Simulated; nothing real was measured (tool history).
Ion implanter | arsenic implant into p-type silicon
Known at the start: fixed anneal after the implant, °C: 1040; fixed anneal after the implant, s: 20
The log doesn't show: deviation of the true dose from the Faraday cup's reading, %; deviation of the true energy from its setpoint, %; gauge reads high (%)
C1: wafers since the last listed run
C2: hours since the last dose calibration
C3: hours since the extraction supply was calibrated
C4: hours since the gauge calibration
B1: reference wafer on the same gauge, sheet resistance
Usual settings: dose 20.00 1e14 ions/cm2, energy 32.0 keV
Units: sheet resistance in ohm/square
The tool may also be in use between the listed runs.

{"run": 1, "hour": 0.0, "dose": 23.01, "energy": 32.0, "C1": 0, "C2": 1200.9, "C3": 3846.2, "C4": 337.4, "B1": 78.7, "sheet resistance": 74.01}
{"run": 2, "hour": 34.8, "dose": 18.29, "energy": 29.5, "C1": 1071, "C2": 1235.7, "C3": 3881.0, "C4": 372.2, "B1": 78.75, "sheet resistance": 82.83}
{"run": 3, "hour": 55.5, "dose": 18.29, "energy": 29.5, "C1": 637, "C2": 1256.4, "C3": 3901.7, "C4": 392.9, "B1": 78.68, "sheet resistance": 82.97}
{"run": 4, "hour": 125.3, "dose": 22.16, "energy": 32.0, "C1": 2149, "C2": 1326.2, "C3": 3971.5, "C4": 462.7, "B1": 78.69, "sheet resistance": 74.81}
{"run": 5, "hour": 149.5, "dose": 22.16, "energy": 32.0, "C1": 745, "C2": 1350.4, "C3": 3995.7, "C4": 486.9, "B1": 78.68, "sheet resistance": 75.04}
{"run": 6, "hour": 170.1, "dose": 22.16, "energy": 32.0, "C1": 634, "C2": 1371.0, "C3": 4016.3, "C4": 507.5, "B1": 78.69, "sheet resistance": 74.78}
{"run": 7, "hour": 201.6, "dose": 20.0, "energy": 32.0, "C1": 970, "C2": 1402.5, "C3": 4047.8, "C4": 539.0, "B1": 78.77, "sheet resistance": 78.18}
{"run": 8, "hour": 226.7, "dose": 20.0, "energy": 32.0, "C1": 773, "C2": 1427.6, "C3": 4072.9, "C4": 564.1, "B1": 78.69, "sheet resistance": 78.28}
{"run": 9, "hour": 250.4, "dose": 20.0, "energy": 25.0, "C1": 729, "C2": 1451.3, "C3": 4096.6, "C4": 587.8, "B1": 78.7, "sheet resistance": 83.26}
{"run": 10, "hour": 270.8, "dose": 20.0, "energy": 25.0, "C1": 628, "C2": 1471.7, "C3": 4117.0, "C4": 608.2, "B1": 78.75, "sheet resistance": 83.34}
{"run": 11, "hour": 300.9, "dose": 20.0, "energy": 25.0, "C1": 927, "C2": 1501.8, "C3": 4147.1, "C4": 638.3, "B1": 78.71, "sheet resistance": 83.2}
{"run": 12, "hour": 316.6, "dose": 20.0, "energy": 32.0, "C1": 483, "C2": 1517.5, "C3": 4162.8, "C4": 654.0, "B1": 78.67, "sheet resistance": 78.24}
{"hour": 336.0, "done": "gauge calibrated"}
{"run": 13, "hour": 344.6, "dose": 20.0, "energy": 32.0, "C1": 862, "C2": 1545.5, "C3": 4190.8, "C4": 8.6, "B1": 78.73, "sheet resistance": 78.21}
{"hour": 362.1, "done": "extraction supply calibrated"}
{"run": 14, "hour": 367.5, "dose": 23.59, "energy": 28.5, "C1": 458, "C2": 1568.4, "C3": 5.4, "C4": 31.5, "B1": 78.71, "sheet resistance": 75.62}
{"run": 15, "hour": 382.3, "dose": 15.6, "energy": 37.0, "C1": 455, "C2": 1583.2, "C3": 20.2, "C4": 46.3, "B1": 78.68, "sheet resistance": 85.51}
{"run": 16, "hour": 404.9, "dose": 14.21, "energy": 21.5, "C1": 696, "C2": 1605.8, "C3": 42.8, "C4": 68.9, "B1": 78.71, "sheet resistance": 99.75}
{"run": 17, "hour": 433.9, "dose": 24.52, "energy": 37.5, "C1": 893, "C2": 1634.8, "C3": 71.8, "C4": 97.9, "B1": 78.72, "sheet resistance": 68.66}
{"hour": 457.9, "done": "Faraday cup replaced and dose calibrated"}
{"run": 18, "hour": 469.7, "dose": 20.0, "energy": 40.0, "C1": 856, "C2": 11.8, "C3": 107.6, "C4": 133.7, "B1": 78.71, "sheet resistance": 71.32}
{"run": 19, "hour": 494.9, "dose": 20.0, "energy": 38.5, "C1": 776, "C2": 37.0, "C3": 132.8, "C4": 158.9, "B1": 78.69, "sheet resistance": 72.26}
{"run": 20, "hour": 527.4, "dose": 18.15, "energy": 38.0, "C1": 1000, "C2": 69.5, "C3": 165.3, "C4": 191.4, "B1": 78.77, "sheet resistance": 75.92}
{"run": 21, "hour": 560.1, "dose": 14.6, "energy": 41.5, "C1": 1007, "C2": 102.2, "C3": 198.0, "C4": 224.1, "B1": 78.71, "sheet resistance": 83.61}
{"run": 22, "hour": 572.8, "dose": 18.29, "energy": 29.5, "C1": 391, "C2": 114.9, "C3": 210.7, "C4": 236.8, "B1": 78.7, "sheet resistance": 80.89}
{"run": 23, "hour": 606.7, "dose": 23.59, "energy": 28.5, "C1": 1044, "C2": 148.8, "C3": 244.6, "C4": 270.7, "B1": 78.7, "sheet resistance": 74.17}
{"run": 24, "hour": 624.3, "dose": 17.65, "energy": 37.5, "C1": 542, "C2": 166.4, "C3": 262.2, "C4": 288.3, "B1": 78.7, "sheet resistance": 77.61}
{"run": 25, "hour": 646.1, "dose": 18.26, "energy": 32.0, "C1": 671, "C2": 188.2, "C3": 284.0, "C4": 310.1, "B1": 78.66, "sheet resistance": 79.5}

Some steps in sheet resistance between neighbouring runs. How much of each would the tool show without its hidden state too (settings, what came in, random variation), and how much is left for the hidden state, with any gauge scatter that isn't in both results?
Run 15 -> 16: dose 15.60 -> 14.21, energy 37.0 -> 21.5. sheet resistance +14.24 ohm/square: hidden state +0.14, all else +14.10.
Run 16 -> 17: dose 14.21 -> 24.52, energy 21.5 -> 37.5. sheet resistance -31.09 ohm/square: hidden state -1.32, all else -29.77.
Run 17 -> 18: dose 24.52 -> 20.00, energy 37.5 -> 40.0, Faraday cup replaced and dose calibrated. sheet resistance +2.66 ohm/square: hidden state -1.80, all else +4.46.
